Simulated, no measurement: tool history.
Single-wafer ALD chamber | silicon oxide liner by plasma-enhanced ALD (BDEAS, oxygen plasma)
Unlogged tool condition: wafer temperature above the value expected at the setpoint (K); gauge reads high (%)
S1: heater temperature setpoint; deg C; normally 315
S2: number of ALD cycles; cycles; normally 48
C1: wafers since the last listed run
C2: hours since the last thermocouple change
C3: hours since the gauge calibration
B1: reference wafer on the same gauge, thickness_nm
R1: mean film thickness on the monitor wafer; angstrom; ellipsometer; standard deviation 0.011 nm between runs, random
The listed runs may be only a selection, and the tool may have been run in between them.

| run | hour | S1 | S2 | C1 | C2 | C3 | B1 | R1 |
|---|---|---|---|---|---|---|---|---|
| 1 | 0.0 | 315 | 48 | 0 | 1369.4 | 528.2 | 3.780 | 42.84 |
| 2 | 98.0 | 315 | 48 | 1017 | 1467.4 | 626.2 | 3.781 | 42.52 |
| 3 | 173.3 | 315 | 48 | 781 | 1542.7 | 701.5 | 3.780 | 42.72 |
| 4 | 264.0 | 315 | 48 | 941 | 1633.4 | 792.2 | 3.780 | 42.78 |
| 5 | 353.7 | 315 | 48 | 931 | 1723.1 | 881.9 | 3.779 | 42.69 |
| 6 | 405.4 | 303 | 48 | 536 | 1774.8 | 933.6 | 3.777 | 43.34 |
|  | 583.3 | thermocouple changed; heater temperature recalibrated |
|  | 665.7 | gauge calibrated |
| 7 | 685.5 | 315 | 48 | 2825 | 102.2 | 19.8 | 3.781 | 42.59 |
| 8 | 747.9 | 315 | 48 | 647 | 164.6 | 82.2 | 3.782 | 42.88 |
| 9 | 800.5 | 315 | 53 | 546 | 217.2 | 134.8 | 3.778 | 47.29 |
| 10 | 874.2 | 306 | 40 | 765 | 290.9 | 208.5 | 3.780 | 35.96 |
| 11 | 967.0 | 315 | 48 | 963 | 383.7 | 301.3 | 3.782 | 42.81 |
| 12 | 1042.4 | 315 | 52 | 782 | 459.1 | 376.7 | 3.779 | 46.39 |

What will run 13 give?
| 13 | 1334.9 | 315 | 48 | 3036 | 751.6 | 669.2 | ? | ? |

B1: 3.781
R1: 42.64 angstrom
Take away the tool's hidden state, keep the run-to-run variation as it was, and the same run would have given R1 42.64 angstrom.
